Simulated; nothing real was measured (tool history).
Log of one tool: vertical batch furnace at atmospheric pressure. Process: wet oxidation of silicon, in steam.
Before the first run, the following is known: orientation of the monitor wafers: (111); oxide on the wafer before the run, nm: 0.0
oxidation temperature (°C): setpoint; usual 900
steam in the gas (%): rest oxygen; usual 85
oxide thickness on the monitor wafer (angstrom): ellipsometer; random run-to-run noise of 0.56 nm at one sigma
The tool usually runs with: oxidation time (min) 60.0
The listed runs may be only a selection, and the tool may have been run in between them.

run   hour  oxidation temperature (°C)  oxidation time (min)  steam in the gas (%)  read-back reference wafer on the same gauge, thickness  oxide thickness on the monitor wafer (angstrom)
  1    0.0                         900                  60.0                    85                                                  207.12                                           2115.5
       4.5  -- gauge calibrated
  2   42.3                         900                  60.0                    85                                                  207.07                                           2108.5
  3   77.9                         900                  60.0                    85                                                  206.83                                           2111.8
     280.4  -- thermocouples replaced and temperature profile calibrated
  4  287.9                         914                  60.0                    85                                                  206.87                                           2521.2
  5  358.7                         900                  41.5                    85                                                  206.94                                           1632.5
     404.9  -- thermocouples replaced and temperature profile calibrated, repeated, since the last time left the tool worse
  6  405.4                         900                  52.0                    85                                                  207.08                                           1831.8
  7  443.5                         900                  60.0                    85                                                  207.13                                           2057.2
  8  487.9                         923                  60.0                    85                                                  206.72                                           2599.8
     493.2  -- gauge calibrated
  9  539.8                         900                  33.5                    85                                                  206.98                                           1259.0
     601.5  -- steam generator serviced
 10  610.7                         910                  90.0                    95                                                  207.01                                           3423.7
 11  646.9                         900                  87.5                    77                                                  206.93                                           2567.2
 12  715.6                         923                  38.5                    75                                                  206.62                                           1663.7
 13  769.8                         914                  60.0                    85                                                  206.88                                           2391.7
 14  816.3                         914                  60.0                    85                                                  207.27                                           2388.7

5 options for the next run, each taken on its own from the tool as it stands now. Forecast them:
  A  821.0                         900                  60.0                    85                                                       ?                                                ?
  B  821.0                         918                  80.0                    76                                                       ?                                                ?
  C  821.0                         880                  60.0                    85                                                       ?                                                ?
  D  821.0                         885                  60.0                    85                                                       ?                                                ?
  E  821.0                         890                  60.0                    89                                                       ?                                                ?

run  read-back reference wafer on the same gauge, thickness  oxide thickness on the monitor wafer (angstrom)
  A                                                  206.78                                           2053.5
  B                                                  206.78                                           2834.4
  C                                                  206.78                                           1583.5
  D                                                  206.78                                           1695.9
  E                                                  206.78                                           1883.1
With the hidden condition removed and each run's random variation left untouched, the same runs would have given:
run  oxide thickness on the monitor wafer (angstrom)
  A                                           2035.4
  B                                           2815.7
  C                                           1567.2
  D                                           1679.1
  E                                           1865.3
